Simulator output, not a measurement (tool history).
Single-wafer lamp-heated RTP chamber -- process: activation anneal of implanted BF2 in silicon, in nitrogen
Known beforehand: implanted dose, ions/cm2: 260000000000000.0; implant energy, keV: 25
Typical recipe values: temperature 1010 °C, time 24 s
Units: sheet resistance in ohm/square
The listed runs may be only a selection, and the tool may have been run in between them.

run    hour  temperature  time  read-back reference wafer on the same gauge, sheet resistance  sheet resistance
  1       0         1010    24                                                          455.1            435.15
  2    45.1         1010    24                                                         454.94            437.66
  3   114.8         1010    15                                                          454.8            438.59
  4   239.1         1010    35                                                         454.94            432.95
      280.1  -- pyrometer window cleaned and pyrometer calibrated
  5   280.6         1010    35                                                         454.79            433.67
  6     303         1001    24                                                         454.99             438.2
  7   360.5         1001    24                                                         454.87             437.5
      418.9  -- reflector plate cleaned
  8   421.6         1010    24                                                         454.97            437.53
      431.1  -- gauge calibrated
  9   469.6         1010    24                                                         455.25            435.96
 10   514.5         1010    24                                                         454.92            435.24
 11     620         1010    24                                                          455.2             435.8
 12   658.2         1023    11                                                         455.22            439.46
      686.1  -- pyrometer window cleaned and pyrometer calibrated
 13   729.9          995    31                                                         454.61            436.34
 14   800.5         1010    10                                                         454.91            440.99
 15   838.4         1040    32                                                            455            429.64
 16   894.9         1010    15                                                         454.69            439.32
 17   936.7          980    29                                                         454.74            441.92
 18  1003.6         1010    16                                                         455.14            439.06
     1019.7  -- gauge calibrated
 19  1042.7          987    35                                                         454.98            438.03
     1074.4  -- reflector plate cleaned
 20  1087.5          998    10                                                         455.12            439.49

Alternative continuations, all from the tool just after run 20; predict every row:
  A  1087.9         1010    24                                                              ?                 ?
  B  1087.9          991    35                                                              ?                 ?
  C  1087.9          998    34                                                              ?                 ?
  D  1087.9          988    24                                                              ?                 ?
  E  1087.9         1032    33                                                              ?                 ?

run  read-back reference wafer on the same gauge, sheet resistance  sheet resistance
  A                                                         455.14            435.96
  B                                                         455.14            436.62
  C                                                         455.14             435.4
  D                                                         455.14            439.52
  E                                                         455.14             430.9
With no hidden state in the tool, these same runs would have given:
run  sheet resistance
  A            435.96
  B            436.62
  C             435.4
  D            439.52
  E             430.9
